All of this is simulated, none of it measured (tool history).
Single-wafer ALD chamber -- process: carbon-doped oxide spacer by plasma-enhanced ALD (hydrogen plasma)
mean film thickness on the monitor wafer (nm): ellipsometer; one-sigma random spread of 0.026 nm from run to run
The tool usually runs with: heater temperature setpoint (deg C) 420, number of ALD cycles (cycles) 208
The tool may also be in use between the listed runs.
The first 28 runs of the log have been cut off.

run,hour,heater temperature setpoint (deg C),number of ALD cycles (cycles),wafers since the last listed run,hours since the last thermocouple change,hours since the gauge calibration,"read-back reference wafer on the same gauge, thickness_nm",mean film thickness on the monitor wafer (nm)
29,754.2,427,172,162,2326.9,967.1,8.905,8.546
# hour 768.1: gauge calibrated
30,778.5,428,179,49,2351.2,10.4,8.902,8.858
31,793.4,433,208,30,2366.1,25.3,8.896,10.109
32,822.4,424,208,59,2395.1,54.3,8.903,10.462
33,843.2,405,230,42,2415.9,75.1,8.892,12.185
# hour 861.9: thermocouple changed; heater temperature recalibrated
34,947.4,424,248,195,85.5,179.3,8.904,12.258
35,968.5,405,248,42,106.6,200.4,8.905,13.154
36,988,420,242,39,126.1,219.9,8.914,12.121
37,1004.9,428,249,34,143,236.8,8.905,12.129
38,1037,420,208,65,175.1,268.9,8.905,10.458
39,1053.8,427,185,34,191.9,285.7,8.9,9.035
40,1088.1,409,222,69,226.2,320,8.908,11.597
41,1122.7,432,208,70,260.8,354.6,8.895,9.986
42,1156,412,241,67,294.1,387.9,8.888,12.422
43,1186,420,208,61,324.1,417.9,8.903,10.416
44,1239.8,406,187,109,377.9,471.7,8.901,9.85
45,1259.5,420,249,40,397.6,491.4,8.903,12.502
46,1286.7,413,208,55,424.8,518.6,8.897,10.688

Alternative continuations, all from the tool just after run 46; predict every row:
A,1287.4,420,208,1,425.5,519.3,?,?
B,1287.4,412,221,1,425.5,519.3,?,?
C,1287.4,407,237,1,425.5,519.3,?,?
D,1287.4,409,183,1,425.5,519.3,?,?
E,1287.4,407,208,1,425.5,519.3,?,?

run,"read-back reference wafer on the same gauge, thickness_nm",mean film thickness on the monitor wafer (nm)
A,8.894,10.388
B,8.894,11.358
C,8.894,12.395
D,8.894,9.505
E,8.894,10.879
With no hidden state in the tool, these same runs would have given:
run,mean film thickness on the monitor wafer (nm)
A,10.363
B,11.331
C,12.366
D,9.482
E,10.853
